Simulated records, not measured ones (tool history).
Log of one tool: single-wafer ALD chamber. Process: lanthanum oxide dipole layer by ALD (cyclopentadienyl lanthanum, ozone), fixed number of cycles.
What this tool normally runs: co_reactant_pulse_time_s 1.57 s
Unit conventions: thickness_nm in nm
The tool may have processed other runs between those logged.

| run | hour | co_reactant_pulse_time_s | read-back reference wafer on the same gauge, thickness_nm | thickness_nm |
|---|---|---|---|---|
| 1 | 0 | 1.95 | 0.431 | 0.533 |
|  | 39.1 | ozone generator serviced |
| 2 | 49.4 | 1.95 | 0.431 | 0.537 |
| 3 | 107.5 | 1.95 | 0.431 | 0.537 |
| 4 | 166.1 | 1.23 | 0.431 | 0.494 |
| 5 | 273.1 | 1.23 | 0.431 | 0.49 |
| 6 | 325.1 | 1.74 | 0.431 | 0.529 |
| 7 | 401.3 | 1.57 | 0.431 | 0.519 |
| 8 | 446.6 | 1.57 | 0.431 | 0.52 |
| 9 | 525 | 1.57 | 0.431 | 0.517 |
|  | 591.6 | gauge calibrated |
| 10 | 615.9 | 1.57 | 0.431 | 0.515 |
| 11 | 675.1 | 1.57 | 0.431 | 0.513 |
|  | 686.9 | ozone generator serviced |
| 12 | 759 | 2.06 | 0.431 | 0.541 |
| 13 | 856.4 | 1.31 | 0.431 | 0.501 |
| 14 | 921.5 | 1.15 | 0.431 | 0.483 |
| 15 | 993.4 | 2.05 | 0.431 | 0.539 |
| 16 | 1052.7 | 1.57 | 0.432 | 0.518 |
| 17 | 1089.4 | 1.88 | 0.431 | 0.532 |
|  | 1154.2 | thermocouple changed; heater temperature recalibrated |
| 18 | 1154.7 | 1.85 | 0.431 | 0.53 |
|  | 1263.9 | showerhead replaced |
|  | 1328.6 | ozone generator serviced |
| 19 | 1430.5 | 1.57 | 0.431 | 0.522 |
|  | 1550.4 | gauge calibrated |
| 20 | 1575.9 | 1.83 | 0.431 | 0.533 |
| 21 | 1616.7 | 1.57 | 0.431 | 0.519 |
| 22 | 1724.2 | 2.05 | 0.431 | 0.538 |

Below are 4 alternative next runs, each starting from the tool's condition after run 22. Predict each:
| A | 1724.6 | 1.05 | ? | ? |
| B | 1724.6 | 2.19 | ? | ? |
| C | 1724.6 | 1.91 | ? | ? |
| D | 1724.6 | 1.35 | ? | ? |

| run | read-back reference wafer on the same gauge, thickness_nm | thickness_nm |
|---|---|---|
| A | 0.431 | 0.461 |
| B | 0.431 | 0.54 |
| C | 0.431 | 0.534 |
| D | 0.431 | 0.501 |
With the hidden condition removed and each run's random variation left untouched, the same runs would have given:
| run | thickness_nm |
|---|---|
| A | 0.473 |
| B | 0.542 |
| C | 0.537 |
| D | 0.51 |

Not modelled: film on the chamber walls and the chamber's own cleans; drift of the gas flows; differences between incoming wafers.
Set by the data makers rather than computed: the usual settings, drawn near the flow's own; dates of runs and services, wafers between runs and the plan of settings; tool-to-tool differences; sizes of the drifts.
